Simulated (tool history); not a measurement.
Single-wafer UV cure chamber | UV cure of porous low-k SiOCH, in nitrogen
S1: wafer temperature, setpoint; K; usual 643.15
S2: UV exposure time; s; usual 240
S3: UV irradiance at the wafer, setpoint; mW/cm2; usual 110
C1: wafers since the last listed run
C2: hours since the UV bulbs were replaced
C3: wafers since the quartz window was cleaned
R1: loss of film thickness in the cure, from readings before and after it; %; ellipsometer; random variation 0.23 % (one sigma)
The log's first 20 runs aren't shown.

{"day": 10.875, "done": "quartz window cleaned"}
{"run": 21, "day": 12.479, "S1": 643.15, "S2": 285, "S3": 110, "C1": 450, "C2": 130.3, "C3": 431, "R1": 14.808}
{"run": 22, "day": 13.046, "S1": 627.15, "S2": 240, "S3": 127, "C1": 152, "C2": 143.9, "C3": 583, "R1": 14.686}
{"run": 23, "day": 13.754, "S1": 660.15, "S2": 180, "S3": 128, "C1": 190, "C2": 160.9, "C3": 773, "R1": 14.324}
{"run": 24, "day": 14.058, "S1": 660.15, "S2": 240, "S3": 110, "C1": 81, "C2": 168.2, "C3": 855, "R1": 14.964}
{"run": 25, "day": 14.729, "S1": 643.15, "S2": 240, "S3": 110, "C1": 180, "C2": 184.3, "C3": 1036, "R1": 14.148}
{"run": 26, "day": 15.279, "S1": 643.15, "S2": 240, "S3": 110, "C1": 147, "C2": 197.5, "C3": 1183, "R1": 14.593}
{"day": 15.733, "done": "quartz window cleaned"}
{"run": 27, "day": 15.825, "S1": 643.15, "S2": 240, "S3": 110, "C1": 57, "C2": 210.6, "C3": 24, "R1": 14.694}
{"run": 28, "day": 16.471, "S1": 643.15, "S2": 200, "S3": 110, "C1": 173, "C2": 226.1, "C3": 198, "R1": 12.831}
{"run": 29, "day": 17.138, "S1": 643.15, "S2": 240, "S3": 110, "C1": 179, "C2": 242.1, "C3": 377, "R1": 14.057}
{"run": 30, "day": 17.742, "S1": 662.15, "S2": 115, "S3": 77, "C1": 162, "C2": 256.6, "C3": 540, "R1": 9.487}

4 ways to go on from here, each from the tool as it stands after run 30. What would each give?
{"run": "A", "day": 17.762, "S1": 643.15, "S2": 240, "S3": 110, "C1": 5, "C2": 257.1, "C3": 545, "R1": "?"}
{"run": "B", "day": 17.762, "S1": 627.15, "S2": 240, "S3": 120, "C1": 5, "C2": 257.1, "C3": 545, "R1": "?"}
{"run": "C", "day": 17.762, "S1": 655.15, "S2": 110, "S3": 93, "C1": 5, "C2": 257.1, "C3": 545, "R1": "?"}
{"run": "D", "day": 17.762, "S1": 630.15, "S2": 110, "S3": 80, "C1": 5, "C2": 257.1, "C3": 545, "R1": "?"}

run=A R1=14.508
run=B R1=14.604
run=C R1=9.914
run=D R1=8.672
Without the tool's hidden state the same runs would have given:
run=A R1=14.508
run=B R1=14.604
run=C R1=9.914
run=D R1=8.672

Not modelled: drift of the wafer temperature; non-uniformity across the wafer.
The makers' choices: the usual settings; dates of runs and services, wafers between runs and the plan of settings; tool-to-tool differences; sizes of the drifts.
